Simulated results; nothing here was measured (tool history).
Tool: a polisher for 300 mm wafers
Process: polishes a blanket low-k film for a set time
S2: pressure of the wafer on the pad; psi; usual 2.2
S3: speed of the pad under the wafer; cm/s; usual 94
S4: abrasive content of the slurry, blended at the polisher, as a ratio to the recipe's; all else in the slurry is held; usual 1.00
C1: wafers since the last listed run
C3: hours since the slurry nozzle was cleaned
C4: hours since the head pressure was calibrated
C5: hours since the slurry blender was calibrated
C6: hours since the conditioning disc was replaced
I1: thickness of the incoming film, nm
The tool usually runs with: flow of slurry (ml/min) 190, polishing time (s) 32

{"run": 1, "hour": 0.0, "flow of slurry (ml/min)": 190, "S2": 2.2, "S3": 94, "S4": 1.0, "polishing time (s)": 32, "C1": 0, "wafers polished on this pad": 1923, "C3": 258.8, "C4": 117.4, "C5": 284.7, "C6": 269.3, "I1": 436.0, "film removed (angstrom)": 118}
{"run": 2, "hour": 52.2, "flow of slurry (ml/min)": 190, "S2": 2.2, "S3": 94, "S4": 1.0, "polishing time (s)": 32, "C1": 788, "wafers polished on this pad": 2712, "C3": 311.0, "C4": 169.6, "C5": 336.9, "C6": 321.5, "I1": 443.0, "film removed (angstrom)": 121}
{"hour": 77.7, "done": "slurry blender recalibrated"}
{"run": 3, "hour": 101.2, "flow of slurry (ml/min)": 190, "S2": 2.2, "S3": 94, "S4": 1.0, "polishing time (s)": 32, "C1": 710, "wafers polished on this pad": 3423, "C3": 360.0, "C4": 218.6, "C5": 23.5, "C6": 370.5, "I1": 441.1, "film removed (angstrom)": 116}
{"run": 4, "hour": 142.6, "flow of slurry (ml/min)": 190, "S2": 2.2, "S3": 94, "S4": 1.0, "polishing time (s)": 32, "C1": 625, "wafers polished on this pad": 4048, "C3": 401.4, "C4": 260.0, "C5": 64.9, "C6": 411.9, "I1": 441.2, "film removed (angstrom)": 117}
{"run": 5, "hour": 168.1, "flow of slurry (ml/min)": 230, "S2": 2.2, "S3": 94, "S4": 1.1, "polishing time (s)": 32, "C1": 385, "wafers polished on this pad": 4434, "C3": 426.9, "C4": 285.5, "C5": 90.4, "C6": 437.4, "I1": 439.2, "film removed (angstrom)": 126}
{"hour": 215.2, "done": "worn pad replaced by a new one"}
{"run": 6, "hour": 237.1, "flow of slurry (ml/min)": 190, "S2": 2.2, "S3": 94, "S4": 0.9, "polishing time (s)": 32, "C1": 982, "wafers polished on this pad": 330, "C3": 495.9, "C4": 354.5, "C5": 159.4, "C6": 506.4, "I1": 442.4, "film removed (angstrom)": 112}
{"hour": 291.2, "done": "conditioning disc replaced and pad reconditioned"}
{"run": 7, "hour": 301.1, "flow of slurry (ml/min)": 190, "S2": 2.2, "S3": 94, "S4": 0.9, "polishing time (s)": 32, "C1": 937, "wafers polished on this pad": 1267, "C3": 559.9, "C4": 418.5, "C5": 223.4, "C6": 9.9, "I1": 435.2, "film removed (angstrom)": 111}
{"run": 8, "hour": 361.5, "flow of slurry (ml/min)": 190, "S2": 2.2, "S3": 124, "S4": 1.0, "polishing time (s)": 43, "C1": 912, "wafers polished on this pad": 2180, "C3": 620.3, "C4": 478.9, "C5": 283.8, "C6": 70.3, "I1": 443.0, "film removed (angstrom)": 194}
{"hour": 393.5, "done": "slurry blender recalibrated"}
{"run": 9, "hour": 400.8, "flow of slurry (ml/min)": 245, "S2": 2.2, "S3": 94, "S4": 1.15, "polishing time (s)": 25, "C1": 563, "wafers polished on this pad": 2743, "C3": 659.6, "C4": 518.2, "C5": 7.3, "C6": 109.6, "I1": 443.9, "film removed (angstrom)": 100}
{"hour": 412.0, "done": "head pressure recalibrated"}
{"run": 10, "hour": 469.3, "flow of slurry (ml/min)": 190, "S2": 2.2, "S3": 94, "S4": 1.0, "polishing time (s)": 32, "C1": 1005, "wafers polished on this pad": 3749, "C3": 728.1, "C4": 57.3, "C5": 75.8, "C6": 178.1, "I1": 440.9, "film removed (angstrom)": 112}
{"hour": 478.1, "done": "slurry nozzle cleaned"}
{"run": 11, "hour": 527.3, "flow of slurry (ml/min)": 240, "S2": 1.6, "S3": 64, "S4": 1.0, "polishing time (s)": 32, "C1": 861, "wafers polished on this pad": 4610, "C3": 49.2, "C4": 115.3, "C5": 133.8, "C6": 236.1, "I1": 443.0, "film removed (angstrom)": 70}
{"hour": 572.7, "done": "worn pad replaced by a new one"}
{"run": 12, "hour": 584.9, "flow of slurry (ml/min)": 190, "S2": 2.2, "S3": 94, "S4": 1.0, "polishing time (s)": 32, "C1": 810, "wafers polished on this pad": 184, "C3": 106.8, "C4": 172.9, "C5": 191.4, "C6": 293.7, "I1": 440.1, "film removed (angstrom)": 119}
{"run": 13, "hour": 636.8, "flow of slurry (ml/min)": 190, "S2": 1.6, "S3": 94, "S4": 1.0, "polishing time (s)": 32, "C1": 784, "wafers polished on this pad": 968, "C3": 158.7, "C4": 224.8, "C5": 243.3, "C6": 345.6, "I1": 442.3, "film removed (angstrom)": 92}
{"run": 14, "hour": 691.8, "flow of slurry (ml/min)": 140, "S2": 2.2, "S3": 94, "S4": 1.0, "polishing time (s)": 22, "C1": 831, "wafers polished on this pad": 1800, "C3": 213.7, "C4": 279.8, "C5": 298.3, "C6": 400.6, "I1": 442.2, "film removed (angstrom)": 79}
{"run": 15, "hour": 719.2, "flow of slurry (ml/min)": 225, "S2": 3.0, "S3": 94, "S4": 1.0, "polishing time (s)": 38, "C1": 414, "wafers polished on this pad": 2214, "C3": 241.1, "C4": 307.2, "C5": 325.7, "C6": 428.0, "I1": 441.0, "film removed (angstrom)": 189}
{"hour": 750.9, "done": "conditioning disc replaced and pad reconditioned"}
{"hour": 759.5, "done": "slurry blender recalibrated"}
{"run": 16, "hour": 777.6, "flow of slurry (ml/min)": 190, "S2": 2.2, "S3": 94, "S4": 1.1, "polishing time (s)": 35, "C1": 822, "wafers polished on this pad": 3036, "C3": 299.5, "C4": 365.6, "C5": 18.1, "C6": 26.7, "I1": 435.5, "film removed (angstrom)": 138}
{"hour": 821.8, "done": "head pressure recalibrated"}
{"run": 17, "hour": 826.8, "flow of slurry (ml/min)": 220, "S2": 2.2, "S3": 74, "S4": 1.1, "polishing time (s)": 32, "C1": 713, "wafers polished on this pad": 3749, "C3": 348.7, "C4": 5.0, "C5": 67.3, "C6": 75.9, "I1": 438.7, "film removed (angstrom)": 106}
{"run": 18, "hour": 869.2, "flow of slurry (ml/min)": 190, "S2": 2.2, "S3": 112, "S4": 0.75, "polishing time (s)": 32, "C1": 640, "wafers polished on this pad": 4390, "C3": 391.1, "C4": 47.4, "C5": 109.7, "C6": 118.3, "I1": 438.4, "film removed (angstrom)": 113}
{"hour": 879.1, "done": "worn pad replaced by a new one"}
{"run": 19, "hour": 915.7, "flow of slurry (ml/min)": 150, "S2": 1.9, "S3": 94, "S4": 1.25, "polishing time (s)": 23, "C1": 642, "wafers polished on this pad": 552, "C3": 437.6, "C4": 93.9, "C5": 156.2, "C6": 164.8, "I1": 442.7, "film removed (angstrom)": 81}
{"run": 20, "hour": 1044.3, "flow of slurry (ml/min)": 190, "S2": 2.2, "S3": 94, "S4": 1.0, "polishing time (s)": 32, "C1": 1943, "wafers polished on this pad": 2496, "C3": 566.2, "C4": 222.5, "C5": 284.8, "C6": 293.4, "I1": 444.8, "film removed (angstrom)": 117}
{"hour": 1065.0, "done": "slurry blender recalibrated"}
{"run": 21, "hour": 1112.6, "flow of slurry (ml/min)": 190, "S2": 2.2, "S3": 94, "S4": 0.9, "polishing time (s)": 32, "C1": 1002, "wafers polished on this pad": 3498, "C3": 634.5, "C4": 290.8, "C5": 47.6, "C6": 361.7, "I1": 434.8, "film removed (angstrom)": 108}

Run 22 has not been measured yet. What should we expect?
{"run": 22, "hour": 1145.6, "flow of slurry (ml/min)": 215, "S2": 2.2, "S3": 94, "S4": 1.0, "polishing time (s)": 32, "C1": 498, "wafers polished on this pad": 3997, "C3": 667.5, "C4": 323.8, "C5": 80.6, "C6": 394.7, "I1": 431.5, "film removed (angstrom)": "?"}

film removed (angstrom): 117
Without the tool's hidden state the same run would have given film removed (angstrom) 124.
